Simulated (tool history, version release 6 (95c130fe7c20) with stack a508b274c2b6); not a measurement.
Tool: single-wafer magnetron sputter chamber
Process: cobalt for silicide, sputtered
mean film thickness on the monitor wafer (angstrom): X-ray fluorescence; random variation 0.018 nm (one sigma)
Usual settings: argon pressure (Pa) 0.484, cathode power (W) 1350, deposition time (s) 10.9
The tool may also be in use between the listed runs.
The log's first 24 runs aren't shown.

run     day  argon pressure (Pa)  cathode power (W)  deposition time (s)  read-back reference wafer on the same gauge, thickness_nm  mean film thickness on the monitor wafer (angstrom)
 25  63.788                0.484               1350                 10.9                                                      6.710                                                70.18
 26  65.771                0.580               1350                 10.9                                                      6.710                                                67.20
 27  67.942                0.563               1350                  9.7                                                      6.705                                                60.35
 28  69.975                0.644               1350                 13.1                                                      6.711                                                78.30
 29  72.354                0.387               1350                  9.4                                                      6.708                                                63.55
 30  74.367                0.484               1550                 12.3                                                      6.712                                                90.78
 31  75.842                0.484               1550                 10.9                                                      6.710                                                80.45
 32  76.942                0.595               1050                 10.9                                                      6.712                                                51.99
     79.721  -- sputter target and shields replaced
 33  79.742                0.484               1350                 10.9                                                      6.712                                                71.21
 34  81.325                0.294               1350                 10.9                                                      6.709                                                77.14
 35  82.792                0.579               1350                 10.9                                                      6.714                                                67.52
 36  85.121                0.299               1050                 12.0                                                      6.716                                                65.99

3 ways to go on from here, each from the tool as it stands after run 36. What would each give?
  A  85.138                0.484               1350                 10.9                                                          ?                                                    ?
  B  85.138                0.558               1050                 12.0                                                          ?                                                    ?
  C  85.138                0.581               1350                 10.9                                                          ?                                                    ?

run  read-back reference wafer on the same gauge, thickness_nm  mean film thickness on the monitor wafer (angstrom)
  A                                                      6.704                                                70.87
  B                                                      6.704                                                58.69
  C                                                      6.704                                                67.84
Without the tool's hidden state the same runs would have given:
run  mean film thickness on the monitor wafer (angstrom)
  A                                                70.71
  B                                                58.37
  C                                                67.41

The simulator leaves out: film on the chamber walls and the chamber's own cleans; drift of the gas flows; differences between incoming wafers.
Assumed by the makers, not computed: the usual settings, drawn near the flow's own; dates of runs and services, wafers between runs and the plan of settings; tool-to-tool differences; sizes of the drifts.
